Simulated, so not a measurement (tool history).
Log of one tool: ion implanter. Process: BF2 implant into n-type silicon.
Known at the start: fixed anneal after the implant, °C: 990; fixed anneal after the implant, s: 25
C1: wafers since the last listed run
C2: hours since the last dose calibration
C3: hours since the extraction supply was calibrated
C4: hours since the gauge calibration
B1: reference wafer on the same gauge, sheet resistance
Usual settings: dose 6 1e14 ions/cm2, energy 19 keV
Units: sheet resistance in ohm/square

run 1 hour=0 | dose=6 energy=19 | C1=0 C2=1623.5 C3=4311.7 C4=551.7 | B1=269.06 | sheet_resistance=231.24
run 2 hour=42.2 | dose=6 energy=19 | C1=492 C2=1665.7 C3=4353.9 C4=593.9 | B1=269.05 | sheet_resistance=230.75
run 3 hour=129.1 | dose=6 energy=19 | C1=1013 C2=1752.6 C3=4440.8 C4=680.8 | B1=268.94 | sheet_resistance=230.57
run 4 hour=174.8 | dose=6 energy=19 | C1=533 C2=1798.3 C3=4486.5 C4=726.5 | B1=268.71 | sheet_resistance=230.45
run 5 hour=252.9 | dose=6 energy=19 | C1=911 C2=1876.4 C3=4564.6 C4=804.6 | B1=268.84 | sheet_resistance=231.03
run 6 hour=432.2 | dose=5.18 energy=19 | C1=2092 C2=2055.7 C3=4743.9 C4=983.9 | B1=268.97 | sheet_resistance=248.39
-- hour=477 Faraday cup replaced and dose calibrated
run 7 hour=536.4 | dose=5.18 energy=19 | C1=1122 C2=59.4 C3=4848.1 C4=1088.1 | B1=269.07 | sheet_resistance=252.35
run 8 hour=595.1 | dose=5.02 energy=19 | C1=684 C2=118.1 C3=4906.8 C4=1146.8 | B1=269.04 | sheet_resistance=257.72
run 9 hour=663.7 | dose=5.02 energy=19 | C1=800 C2=186.7 C3=4975.4 C4=1215.4 | B1=269.08 | sheet_resistance=256.62
run 10 hour=749.3 | dose=5.02 energy=19 | C1=998 C2=272.3 C3=5061 C4=1301 | B1=269.12 | sheet_resistance=257.22
run 11 hour=805.3 | dose=6 energy=19 | C1=653 C2=328.3 C3=5117 C4=1357 | B1=268.97 | sheet_resistance=232.64
-- hour=865.8 extraction supply calibrated
run 12 hour=892.8 | dose=6 energy=19 | C1=927 C2=415.8 C3=27 C4=1444.5 | B1=269.14 | sheet_resistance=235.65
run 13 hour=978.1 | dose=6 energy=19 | C1=995 C2=501.1 C3=112.3 C4=1529.8 | B1=269.11 | sheet_resistance=235.61
run 14 hour=1080.2 | dose=6 energy=19 | C1=1191 C2=603.2 C3=214.4 C4=1631.9 | B1=269.12 | sheet_resistance=234.63
run 15 hour=1149.1 | dose=7.52 energy=24 | C1=803 C2=672.1 C3=283.3 C4=1700.8 | B1=268.86 | sheet_resistance=195.38
run 16 hour=1230.5 | dose=5.27 energy=16 | C1=949 C2=753.5 C3=364.7 C4=1782.2 | B1=269.24 | sheet_resistance=264.06
run 17 hour=1288.8 | dose=6 energy=19 | C1=680 C2=811.8 C3=423 C4=1840.5 | B1=268.84 | sheet_resistance=234.81
run 18 hour=1393.9 | dose=6 energy=19 | C1=1226 C2=916.9 C3=528.1 C4=1945.6 | B1=269.15 | sheet_resistance=234.31
run 19 hour=1498.4 | dose=4.94 energy=19 | C1=1219 C2=1021.4 C3=632.6 C4=2050.1 | B1=269.2 | sheet_resistance=260.62
run 20 hour=1538 | dose=7.44 energy=15.5 | C1=462 C2=1061 C3=672.2 C4=2089.7 | B1=268.89 | sheet_resistance=229.78
run 21 hour=1642 | dose=7.69 energy=23.5 | C1=1213 C2=1165 C3=776.2 C4=2193.7 | B1=269.05 | sheet_resistance=194.33
run 22 hour=1715 | dose=5.02 energy=16.5 | C1=851 C2=1238 C3=849.2 C4=2266.7 | B1=268.97 | sheet_resistance=267.29
run 23 hour=1800.2 | dose=5.02 energy=21 | C1=994 C2=1323.2 C3=934.4 C4=2351.9 | B1=268.99 | sheet_resistance=250.74
run 24 hour=1894 | dose=6 energy=19 | C1=1094 C2=1417 C3=1028.2 C4=2445.7 | B1=269.02 | sheet_resistance=233.7
run 25 hour=1930.7 | dose=5.11 energy=19 | C1=428 C2=1453.7 C3=1064.9 C4=2482.4 | B1=268.9 | sheet_resistance=254.02
run 26 hour=1982 | dose=5.54 energy=19 | C1=598 C2=1505 C3=1116.2 C4=2533.7 | B1=268.98 | sheet_resistance=243.17
run 27 hour=2043.7 | dose=5.01 energy=19 | C1=719 C2=1566.7 C3=1177.9 C4=2595.4 | B1=269.04 | sheet_resistance=257.67
run 28 hour=2088.5 | dose=6 energy=19 | C1=522 C2=1611.5 C3=1222.7 C4=2640.2 | B1=268.86 | sheet_resistance=232.88
-- hour=2097.7 gauge calibrated
run 29 hour=2160.1 | dose=4.78 energy=15.5 | C1=835 C2=1683.1 C3=1294.3 C4=62.4 | B1=268.75 | sheet_resistance=278.18
run 30 hour=2267.1 | dose=7.61 energy=21.5 | C1=1248 C2=1790.1 C3=1401.3 C4=169.4 | B1=269.03 | sheet_resistance=200.85
run 31 hour=2498.4 | dose=7.29 energy=13 | C1=2698 C2=2021.4 C3=1632.6 C4=400.7 | B1=269.01 | sheet_resistance=243.52
run 32 hour=2578.9 | dose=6 energy=19 | C1=939 C2=2101.9 C3=1713.1 C4=481.2 | B1=268.89 | sheet_resistance=232
run 33 hour=2618.2 | dose=5.19 energy=14.5 | C1=458 C2=2141.2 C3=1752.4 C4=520.5 | B1=269.03 | sheet_resistance=270.12
run 34 hour=2682.5 | dose=7.28 energy=14 | C1=750 C2=2205.5 C3=1816.7 C4=584.8 | B1=268.93 | sheet_resistance=237.11
run 35 hour=2747.4 | dose=4.94 energy=25 | C1=757 C2=2270.4 C3=1881.6 C4=649.7 | B1=269.01 | sheet_resistance=240.89
run 36 hour=2803.8 | dose=7.07 energy=16 | C1=658 C2=2326.8 C3=1938 C4=706.1 | B1=268.89 | sheet_resistance=228.28
-- hour=2859.7 Faraday cup replaced and dose calibrated
run 37 hour=2876.5 | dose=6 energy=19 | C1=754 C2=16.8 C3=2010.7 C4=778.8 | B1=268.97 | sheet_resistance=232.9

What the log doesn't show, run by run:
gauge reads high (%): 0 in every run
H1: deviation of the true dose from the Faraday cup's reading, %
H2: deviation of the true energy from its setpoint, %
run=1 H1=1.33 H2=3.39
run=2 H1=1.39 H2=3.4
run=3 H1=1.51 H2=3.42
run=4 H1=1.58 H2=3.43
run=5 H1=1.7 H2=3.45
run=6 H1=2 H2=3.48
run=7 H1=-0.501 H2=3.5
run=8 H1=-0.497 H2=3.52
run=9 H1=-0.488 H2=3.53
run=10 H1=-0.471 H2=3.54
run=11 H1=-0.457 H2=3.55
run=12 H1=-0.429 H2=-0.0724
run=13 H1=-0.396 H2=0.102
run=14 H1=-0.348 H2=0.301
run=15 H1=-0.311 H2=0.43
run=16 H1=-0.261 H2=0.576
run=17 H1=-0.223 H2=0.677
run=18 H1=-0.145 H2=0.852
run=19 H1=-0.0591 H2=1.02
run=20 H1=-0.024 H2=1.08
run=21 H1=0.0744 H2=1.23
run=22 H1=0.149 H2=1.33
run=23 H1=0.242 H2=1.45
run=24 H1=0.351 H2=1.57
run=25 H1=0.396 H2=1.62
run=26 H1=0.46 H2=1.68
run=27 H1=0.541 H2=1.75
run=28 H1=0.602 H2=1.8
run=29 H1=0.702 H2=1.88
run=30 H1=0.86 H2=2
run=31 H1=1.23 H2=2.23
run=32 H1=1.38 H2=2.3
run=33 H1=1.45 H2=2.34
run=34 H1=1.57 H2=2.39
run=35 H1=1.69 H2=2.45
run=36 H1=1.8 H2=2.49
run=37 H1=-0.326 H2=2.55
